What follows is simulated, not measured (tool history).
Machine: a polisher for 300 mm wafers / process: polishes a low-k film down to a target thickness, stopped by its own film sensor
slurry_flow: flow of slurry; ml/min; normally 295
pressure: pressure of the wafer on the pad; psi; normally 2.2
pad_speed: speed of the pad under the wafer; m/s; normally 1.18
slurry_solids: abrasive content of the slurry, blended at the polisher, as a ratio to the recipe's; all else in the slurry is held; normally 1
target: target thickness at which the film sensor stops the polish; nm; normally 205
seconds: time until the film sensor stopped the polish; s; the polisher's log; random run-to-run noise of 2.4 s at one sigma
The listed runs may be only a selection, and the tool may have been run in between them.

run	hour	slurry_flow	pressure	pad_speed	slurry_solids	target	incoming thickness of the incoming film, nm	seconds
1	0	295	1.8	1.18	1	205	279.5	184.2
2	10.4	295	2.2	1.18	1	205	275.8	143
3	18.1	295	2.2	1.18	1	205	284.3	166.6
4	34.7	295	2.2	1.18	1	205	281.3	163.8
# hour 45.2: worn pad replaced by a new one
5	45.7	295	2.2	1.18	1	205	284.9	179.3
# hour 57.7: slurry nozzle cleaned
# hour 58.2: conditioning disc replaced and pad reconditioned
# hour 59.5: slurry blender recalibrated
6	60	295	2.2	1.18	1	205	282.8	174.1
# hour 65.6: worn pad replaced by a new one, repeated, since the last time left the tool worse
7	66.1	295	2.2	0.94	1	205	274.9	159
8	73.2	295	2.2	1.18	1	205	276.3	136.1
9	81	295	2.5	1.18	1	226	280.2	93.4
# hour 85.8: head pressure recalibrated
10	92.9	295	2.2	1.52	1	186	278.4	146.8
11	101	295	2.2	1.02	1.15	205	281	158.3
12	110.8	295	2.2	1.18	1	205	279.1	145.2
13	124.4	250	1.7	1.18	1.15	185	283.1	243.8
14	132.1	295	2.2	0.78	1	188	282.4	250.5
15	144.8	295	2.2	0.92	0.75	205	281.7	194.3

Difference, measured minus no-hidden-state, one row per run. Run-to-run variation is common to both terms; the gauge's own scatter need not be:
Hidden state at play: removal rate lost through wear of the pad, %; slurry flow missing at the pad, %; deviation of the head's pressure from its setpoint, %; abrasive missing from the slurry, %; time polished since the conditioner stopped cutting, s.
run	seconds
1	+15.5
2	+12.7
3	+15.5
4	+16.5
5	+31
6	+31.3
7	+2.7
8	+2.8
9	+2.3
10	+4.4
11	+5.4
12	+5.7
13	+11.1
14	+12.3
15	+10.7
